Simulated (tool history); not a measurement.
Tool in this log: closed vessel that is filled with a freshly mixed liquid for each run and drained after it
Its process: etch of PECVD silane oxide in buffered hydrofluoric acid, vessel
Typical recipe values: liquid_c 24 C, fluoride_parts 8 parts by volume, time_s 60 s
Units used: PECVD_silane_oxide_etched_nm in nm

run   hour  liquid_c  fluoride_parts  time_s  read-back film thickness of the PECVD silane oxide reference wafer, read on the same gauge (nm)  PECVD_silane_oxide_etched_nm
  1      0        24               8      60                                                                                               40                        194.71
  2      9        24               8      60                                                                                               40                        195.31
  3   16.7        24               8      60                                                                                            39.99                        196.13
  4     48        24               8      60                                                                                               40                        194.41
  5   54.5        24               8      40                                                                                            40.03                        129.47
  6     65        24               8      60                                                                                               40                        192.97
  7   74.2        24               8      60                                                                                            39.99                        193.93
  8     91        27              10      60                                                                                               40                        189.04
  9   97.4        27              10      60                                                                                               40                        189.05
 10    114        24               8      60                                                                                               40                        193.76
 11  121.5        24               8      60                                                                                            40.01                        193.45
 12  136.6        24               8      60                                                                                            40.02                        193.27
     166.1  -- gauge calibrated
 13  183.4        26             6.5      60                                                                                            40.02                        267.63
 14    193        24               6      30                                                                                               40                        130.03
 15  202.5        27              10      60                                                                                               40                        188.29
     213.9  -- thermometer replaced
 16  214.6        27               7      80                                                                                            39.99                        303.89
 17  223.4        24               8      60                                                                                               40                        166.87
 18  229.8        24               8      60                                                                                            39.98                        167.41
     238.6  -- hydrofluoric acid flow meter replaced
 19  241.2        24               8      60                                                                                            40.01                        189.27
 20    254        24               8      70                                                                                            40.01                        219.48
 21  264.8      25.5             5.5      40                                                                                            40.02                        193.39
 22  278.7      25.5               8      60                                                                                            39.99                        204.91
 23    288        29               8      40                                                                                            39.97                        164.06
 24  303.7      26.5               7      60                                                                                            39.99                        249.45
 25  320.4      20.5             9.5      45                                                                                            39.99                        100.09

Branching from run 25: 4 alternative next runs. What would each branch give?
  A  321.1        27               8      60                                                                                                ?                             ?
  B  321.1        21               8      80                                                                                                ?                             ?
  C  321.1        28             6.5      50                                                                                                ?                             ?
  D  321.1      21.5               8      35                                                                                                ?                             ?

run  read-back film thickness of the PECVD silane oxide reference wafer, read on the same gauge (nm)  PECVD_silane_oxide_etched_nm
  A                                                                                            40.01                        220.27
  B                                                                                            40.01                        211.99
  C                                                                                            40.01                        239.26
  D                                                                                            40.01                         95.35
With no hidden state in the tool, these same runs would have given:
run  PECVD_silane_oxide_etched_nm
  A                         219.3
  B                        210.87
  C                        237.39
  D                         94.85
